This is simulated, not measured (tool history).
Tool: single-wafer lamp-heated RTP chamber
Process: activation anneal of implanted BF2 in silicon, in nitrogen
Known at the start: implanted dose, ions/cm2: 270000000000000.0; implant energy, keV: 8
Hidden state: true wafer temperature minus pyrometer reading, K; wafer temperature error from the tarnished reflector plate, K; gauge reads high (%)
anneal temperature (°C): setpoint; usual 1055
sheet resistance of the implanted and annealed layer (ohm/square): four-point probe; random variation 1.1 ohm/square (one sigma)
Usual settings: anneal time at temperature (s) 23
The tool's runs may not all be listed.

run,day,anneal temperature (°C),anneal time at temperature (s),wafers since the last listed run,wafers since the last pyrometer calibration,wafers since the reflector plate was cleaned,hours since the gauge calibration,"read-back reference wafer on the same gauge, sheet resistance",sheet resistance of the implanted and annealed layer (ohm/square)
1,0,1055,23,0,2822,3225,272.8,456.3,403.27
2,0.667,1055,23,194,3017,3419,288.8,456.18,404.24
# day 1.188: gauge calibrated
3,2.071,1055,23,410,3427,3829,21.2,455.88,404.61
4,2.838,1036,23,223,3651,4053,39.6,456.56,412.45
5,3.404,1055,23,165,3816,4219,53.2,456.02,401.57
6,4.508,1055,23,322,4139,4541,79.7,455.75,404.67
7,8.017,1078,13,1024,5163,5566,163.9,455.97,407.39
8,9.204,1078,13,346,5510,5913,192.4,455.85,402.87
# day 11.533: pyrometer window cleaned and pyrometer calibrated
# day 12.508: gauge calibrated
9,12.55,1084,23,879,296,6792,1,455.56,387.61
10,13.508,1032,35,279,576,7072,24,455.49,403.25
11,14.288,1055,29,227,803,7300,42.7,455.9,395.52
12,15.029,1078,13,216,1020,7516,60.5,455.96,401.21
# day 15.908: pyrometer window cleaned and pyrometer calibrated, repeated, since the last time left the tool worse
13,16.104,1082,11,216,57,7733,86.3,455.91,410.94
# day 16.808: reflector plate cleaned
14,17.496,1084,23,309,366,200,119.7,455.85,391.76
15,18.571,1030,36,313,680,514,145.5,456.09,408.54
16,19.862,1055,29,377,1057,892,176.5,455.93,399.82
17,21.088,1033,29,357,1415,1249,205.9,456.26,410.41

5 ways to go on from here, each from the tool as it stands after run 17. What would each give?
A,21.104,1027,23,4,1420,1254,206.3,?,?
B,21.104,1036,36,4,1420,1254,206.3,?,?
C,21.104,1036,29,4,1420,1254,206.3,?,?
D,21.104,1031,23,4,1420,1254,206.3,?,?
E,21.104,1070,23,4,1420,1254,206.3,?,?

run,"read-back reference wafer on the same gauge, sheet resistance",sheet resistance of the implanted and annealed layer (ohm/square)
A,456.03,418.37
B,456.03,403.01
C,456.03,407.74
D,456.03,415.71
E,456.03,396.15
Without the tool's hidden state the same runs would have given:
run,sheet resistance of the implanted and annealed layer (ohm/square)
A,420.94
B,404.94
C,409.77
D,418.08
E,397.69
